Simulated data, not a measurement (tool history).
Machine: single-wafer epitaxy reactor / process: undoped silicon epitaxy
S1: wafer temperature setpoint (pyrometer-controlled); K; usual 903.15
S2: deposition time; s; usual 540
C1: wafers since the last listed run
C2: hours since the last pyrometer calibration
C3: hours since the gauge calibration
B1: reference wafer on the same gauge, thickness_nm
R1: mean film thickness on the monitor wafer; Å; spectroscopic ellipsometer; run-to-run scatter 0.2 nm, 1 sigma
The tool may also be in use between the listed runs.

{"run": 1, "day": 0.0, "S1": 896.15, "S2": 461, "C1": 0, "C2": 1465.4, "C3": 77.0, "B1": 56.7, "R1": 378.01}
{"run": 2, "day": 0.517, "S1": 896.15, "S2": 461, "C1": 25, "C2": 1477.8, "C3": 89.4, "B1": 56.725, "R1": 379.24}
{"run": 3, "day": 1.883, "S1": 903.15, "S2": 540, "C1": 68, "C2": 1510.6, "C3": 122.2, "B1": 56.711, "R1": 536.73}
{"run": 4, "day": 3.754, "S1": 903.15, "S2": 540, "C1": 93, "C2": 1555.5, "C3": 167.1, "B1": 56.729, "R1": 534.35}
{"run": 5, "day": 4.425, "S1": 903.15, "S2": 540, "C1": 33, "C2": 1571.6, "C3": 183.2, "B1": 56.747, "R1": 532.61}
{"run": 6, "day": 5.592, "S1": 903.15, "S2": 540, "C1": 58, "C2": 1599.6, "C3": 211.2, "B1": 56.719, "R1": 535.23}
{"run": 7, "day": 6.571, "S1": 903.15, "S2": 540, "C1": 49, "C2": 1623.1, "C3": 234.7, "B1": 56.678, "R1": 533.67}
{"run": 8, "day": 7.788, "S1": 895.15, "S2": 511, "C1": 61, "C2": 1652.3, "C3": 263.9, "B1": 56.688, "R1": 410.88}
{"run": 9, "day": 8.812, "S1": 895.15, "S2": 511, "C1": 51, "C2": 1676.9, "C3": 288.5, "B1": 56.68, "R1": 406.59}
{"run": 10, "day": 10.162, "S1": 903.15, "S2": 540, "C1": 67, "C2": 1709.3, "C3": 320.9, "B1": 56.658, "R1": 533.9}
{"run": 11, "day": 11.375, "S1": 915.15, "S2": 508, "C1": 60, "C2": 1738.4, "C3": 350.0, "B1": 56.676, "R1": 682.11}
{"day": 13.708, "done": "pyrometer calibrated"}
{"run": 12, "day": 14.079, "S1": 903.15, "S2": 540, "C1": 118, "C2": 8.9, "C3": 414.9, "B1": 56.662, "R1": 501.17}
{"run": 13, "day": 14.896, "S1": 903.15, "S2": 540, "C1": 40, "C2": 28.5, "C3": 434.5, "B1": 56.63, "R1": 497.23}
{"run": 14, "day": 15.7, "S1": 914.15, "S2": 466, "C1": 40, "C2": 47.8, "C3": 453.8, "B1": 56.705, "R1": 570.85}
{"day": 16.512, "done": "gauge calibrated"}
{"run": 15, "day": 17.175, "S1": 895.15, "S2": 511, "C1": 73, "C2": 83.2, "C3": 15.9, "B1": 56.703, "R1": 377.36}
{"run": 16, "day": 18.058, "S1": 903.15, "S2": 540, "C1": 44, "C2": 104.4, "C3": 37.1, "B1": 56.725, "R1": 490.02}
{"day": 18.429, "done": "pyrometer calibrated, repeated, since the last time left the tool worse"}
{"run": 17, "day": 19.529, "S1": 895.15, "S2": 485, "C1": 57, "C2": 26.4, "C3": 72.4, "B1": 56.705, "R1": 433.26}
{"run": 18, "day": 20.746, "S1": 911.15, "S2": 645, "C1": 61, "C2": 55.6, "C3": 101.6, "B1": 56.706, "R1": 866.35}
{"run": 19, "day": 22.2, "S1": 903.15, "S2": 540, "C1": 72, "C2": 90.5, "C3": 136.5, "B1": 56.739, "R1": 586.78}
{"run": 20, "day": 23.062, "S1": 903.15, "S2": 540, "C1": 43, "C2": 111.2, "C3": 157.2, "B1": 56.727, "R1": 581.12}
{"run": 21, "day": 24.062, "S1": 917.15, "S2": 441, "C1": 50, "C2": 135.2, "C3": 181.2, "B1": 56.721, "R1": 682.98}
{"run": 22, "day": 24.638, "S1": 898.15, "S2": 449, "C1": 28, "C2": 149.0, "C3": 195.0, "B1": 56.722, "R1": 422.16}
{"run": 23, "day": 25.4, "S1": 903.15, "S2": 540, "C1": 38, "C2": 167.3, "C3": 213.3, "B1": 56.727, "R1": 579.52}
{"run": 24, "day": 26.212, "S1": 891.15, "S2": 510, "C1": 40, "C2": 186.8, "C3": 232.8, "B1": 56.68, "R1": 398.62}
{"run": 25, "day": 27.421, "S1": 903.15, "S2": 469, "C1": 60, "C2": 215.8, "C3": 261.8, "B1": 56.707, "R1": 502.87}
{"run": 26, "day": 28.104, "S1": 903.15, "S2": 467, "C1": 34, "C2": 232.2, "C3": 278.2, "B1": 56.709, "R1": 495.16}

Forecast each of these 3 alternatives for the next run:
{"run": "A", "day": 28.125, "S1": 910.15, "S2": 540, "C1": 1, "C2": 232.7, "C3": 278.7, "B1": "?", "R1": "?"}
{"run": "B", "day": 28.125, "S1": 896.15, "S2": 474, "C1": 1, "C2": 232.7, "C3": 278.7, "B1": "?", "R1": "?"}
{"run": "C", "day": 28.125, "S1": 897.15, "S2": 540, "C1": 1, "C2": 232.7, "C3": 278.7, "B1": "?", "R1": "?"}

run=A B1=56.643 R1=692.30
run=B B1=56.643 R1=422.13
run=C B1=56.643 R1=493.80
What these runs would have given with no unlogged condition in the tool:
run=A R1=711.80
run=B R1=434.45
run=C R1=508.18
